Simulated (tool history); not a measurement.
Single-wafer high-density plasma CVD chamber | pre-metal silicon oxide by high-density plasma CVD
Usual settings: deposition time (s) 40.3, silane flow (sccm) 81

| run | hour | deposition time (s) | silane flow (sccm) | wafers since the last listed run | hours since the silane flow controller was replaced | hours since the gauge calibration | read-back reference wafer on the same gauge, thickness_nm | mean film thickness on the monitor wafer (nm) |
|---|---|---|---|---|---|---|---|---|
| 1 | 0 | 40.3 | 81 | 0 | 2142.7 | 68 | 345.268 | 331.487 |
| 2 | 19.5 | 40.3 | 81 | 496 | 2162.2 | 87.5 | 345.31 | 332.851 |
| 3 | 29.2 | 37.6 | 81 | 246 | 2171.9 | 97.2 | 345.856 | 310.022 |
| 4 | 37.2 | 37.6 | 81 | 203 | 2179.9 | 105.2 | 345.681 | 309.513 |
| 5 | 45.2 | 40.3 | 81 | 203 | 2187.9 | 113.2 | 345.762 | 333.147 |
| 6 | 59.6 | 40.3 | 81 | 366 | 2202.3 | 127.6 | 346.223 | 332.521 |
|  | 80.2 | silane flow controller replaced |
| 7 | 80.7 | 42.5 | 69 | 333 | 0.5 | 148.7 | 346.69 | 308.45 |
| 8 | 88.3 | 40.3 | 81 | 193 | 8.1 | 156.3 | 346.927 | 333.296 |
| 9 | 95.5 | 34.1 | 76 | 183 | 15.3 | 163.5 | 346.971 | 268.005 |
| 10 | 103.6 | 48 | 67 | 206 | 23.4 | 171.6 | 347.159 | 341.215 |
| 11 | 116.6 | 40.3 | 81 | 330 | 36.4 | 184.6 | 347.73 | 333.841 |
|  | 123.3 | gauge calibrated |
| 12 | 132.1 | 42.8 | 70 | 394 | 51.9 | 8.8 | 345.025 | 313.264 |
| 13 | 145.8 | 34.3 | 97 | 348 | 65.6 | 22.5 | 344.818 | 328.286 |
| 14 | 154.8 | 46.9 | 81 | 229 | 74.6 | 31.5 | 345.03 | 385.944 |

How the hidden state differs across the entries between the runs, from the last listed run before each to the first after it:
Between runs 6 and 7: silane flow controller replaced (hour 80.2)
  gauge reads high (%): 0.334 -> 0.472
  measured less the result without the state, mean film thickness on the monitor wafer (nm): +1.107 -> +1.449
Between runs 11 and 12: gauge calibrated (hour 123.3)
  gauge reads high (%): 0.755 -> -0.0014
  measured less the result without the state, mean film thickness on the monitor wafer (nm): +2.501 -> -0.004
